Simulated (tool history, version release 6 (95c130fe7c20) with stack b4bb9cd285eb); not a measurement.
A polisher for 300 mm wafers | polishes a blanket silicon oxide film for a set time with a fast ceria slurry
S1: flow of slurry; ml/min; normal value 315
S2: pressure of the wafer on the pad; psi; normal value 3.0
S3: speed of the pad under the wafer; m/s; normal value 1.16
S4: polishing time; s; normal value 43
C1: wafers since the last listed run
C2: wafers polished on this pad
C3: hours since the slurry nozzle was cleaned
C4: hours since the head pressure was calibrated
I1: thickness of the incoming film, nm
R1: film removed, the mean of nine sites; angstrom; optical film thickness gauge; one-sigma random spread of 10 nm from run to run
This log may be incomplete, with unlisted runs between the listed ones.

Run 1, hour 0.0: usual settings but S1 265 ml/min, S2 2.6 psi; C1 0; C2 2308; C3 259.4; C4 219.6; I1 3798.0. Result: R1 5970 angstrom.
Run 2, hour 54.8: usual settings but S4 51 s; C1 523; C2 2832; C3 314.2; C4 274.4; I1 3769.8. Result: R1 7810 angstrom.
Run 3, hour 133.3: usual settings but S2 2.3 psi, S4 53 s; C1 749; C2 3581; C3 392.7; C4 352.9; I1 3815.2. Result: R1 6938 angstrom.
Run 4, hour 224.5: usual settings but S2 2.3 psi, S4 53 s; C1 870; C2 4452; C3 483.9; C4 444.1; I1 3715.2. Result: R1 6941 angstrom.
At hour 245.7: worn pad replaced by a new one.
Run 5, hour 303.1: usual settings but S2 2.3 psi, S4 53 s; C1 712; C2 548; C3 562.5; C4 522.7; I1 3731.3. Result: R1 6944 angstrom.
At hour 323.2: slurry nozzle cleaned.
Run 6, hour 389.3: usual settings; C1 813; C2 1361; C3 66.1; C4 608.9; I1 3734.3. Result: R1 6816 angstrom.
Run 7, hour 482.2: usual settings; C1 886; C2 2248; C3 159.0; C4 701.8; I1 3783.6. Result: R1 6694 angstrom.
Run 8, hour 549.0: usual settings but S2 2.7 psi; C1 637; C2 2886; C3 225.8; C4 768.6; I1 3782.4. Result: R1 6233 angstrom.
Run 9, hour 611.4: usual settings; C1 595; C2 3482; C3 288.2; C4 831.0; I1 3754.1. Result: R1 6494 angstrom.
Run 10, hour 653.9: usual settings; C1 405; C2 3887; C3 330.7; C4 873.5; I1 3771.8. Result: R1 6700 angstrom.
At hour 697.0: worn pad replaced by a new one.
Run 11, hour 755.6: usual settings but S2 2.7 psi, S4 32 s; C1 932; C2 559; C3 432.4; C4 975.2; I1 3797.2. Result: R1 4555 angstrom.
At hour 763.4: slurry nozzle cleaned.
Run 12, hour 843.4: usual settings but S2 2.7 psi, S4 32 s; C1 828; C2 1387; C3 80.0; C4 1063.0; I1 3792.4. Result: R1 4893 angstrom.
At hour 860.4: head pressure recalibrated.
Run 13, hour 926.2: usual settings but S2 2.7 psi, S4 32 s; C1 771; C2 2159; C3 162.8; C4 65.8; I1 3764.7. Result: R1 4792 angstrom.
Run 14, hour 1019.0: usual settings but S1 285 ml/min; C1 886; C2 3045; C3 255.6; C4 158.6; I1 3777.8. Result: R1 6596 angstrom.
At hour 1094.1: worn pad replaced by a new one.
Run 15, hour 1098.7: usual settings but S2 2.7 psi, S4 32 s; C1 722; C2 44; C3 335.3; C4 238.3; I1 3778.8. Result: R1 4639 angstrom.
Run 16, hour 1173.6: usual settings but S3 1.34 m/s, S4 32 s; C1 715; C2 759; C3 410.2; C4 313.2; I1 3739.1. Result: R1 5587 angstrom.
Run 17, hour 1244.6: usual settings; C1 677; C2 1437; C3 481.2; C4 384.2; I1 3829.6. Result: R1 6341 angstrom.
Run 18, hour 1291.7: usual settings but S3 1.34 m/s, S4 53 s; C1 449; C2 1886; C3 528.3; C4 431.3; I1 3755.3. Result: R1 8937 angstrom.
At hour 1324.4: slurry nozzle cleaned.
Run 19, hour 1350.7: usual settings but S1 205 ml/min, S4 49 s; C1 553; C2 2440; C3 26.3; C4 490.3; I1 3762.4. Result: R1 7577 angstrom.
At hour 1497.2: worn pad replaced by a new one, of another model than before.
Run 20, hour 1553.6: usual settings but S3 1.46 m/s, S4 38 s; C1 1899; C2 538; C3 229.2; C4 693.2; I1 3767.6. Result: R1 6063 angstrom.
Run 21, hour 1605.1: usual settings but S2 3.8 psi; C1 491; C2 1030; C3 280.7; C4 744.7; I1 3798.2. Result: R1 7197 angstrom.
At hour 1780.7: head pressure recalibrated.
Run 22, hour 1801.5: usual settings but S4 37 s; C1 1856; C2 2886; C3 477.1; C4 20.8; I1 3739.2. Result: R1 4378 angstrom.
At hour 1881.5: slurry nozzle cleaned.
Run 23, hour 1886.0: usual settings but S1 275 ml/min, S4 32 s; C1 797; C2 3683; C3 4.5; C4 105.3; I1 3779.5. Result: R1 5140 angstrom.
At hour 1943.1: worn pad replaced by a new one.
Run 24, hour 1981.2: usual settings but S4 33 s; C1 870; C2 363; C3 99.7; C4 200.5; I1 3767.0. Result: R1 5071 angstrom.
Run 25, hour 2018.0: usual settings but S4 57 s; C1 351; C2 715; C3 136.5; C4 237.3; I1 3854.6. Result: R1 8651 angstrom.
Run 26, hour 2060.5: usual settings but S3 0.76 m/s; C1 405; C2 1121; C3 179.0; C4 279.8; I1 3753.2. Result: R1 5205 angstrom.
Run 27, hour 2124.4: usual settings but S2 3.7 psi; C1 610; C2 1731; C3 242.9; C4 343.7; I1 3757.9. Result: R1 7528 angstrom.
Run 28, hour 2231.2: usual settings but S3 1.30 m/s; C1 1019; C2 2750; C3 349.7; C4 450.5; I1 3838.7. Result: R1 6136 angstrom.

Forecast each of these 3 alternatives for the next run:
Run A, hour 2231.6: usual settings but S4 55 s; C1 3; C2 2754; C3 350.1; C4 450.9; I1 3821.4. Result: R1 ?.
Run B, hour 2231.6: usual settings but S1 280 ml/min, S2 3.6 psi, S3 1.48 m/s, S4 35 s; C1 3; C2 2754; C3 350.1; C4 450.9; I1 3821.4. Result: R1 ?.
Run C, hour 2231.6: usual settings but S1 280 ml/min, S2 2.3 psi; C1 3; C2 2754; C3 350.1; C4 450.9; I1 3821.4. Result: R1 ?.

run    R1
  A  7409
  B  5963
  C  4148
With the hidden condition removed and each run's random variation left untouched, the same runs would have given:
run    R1
  A  9106
  B  7704
  C  5359
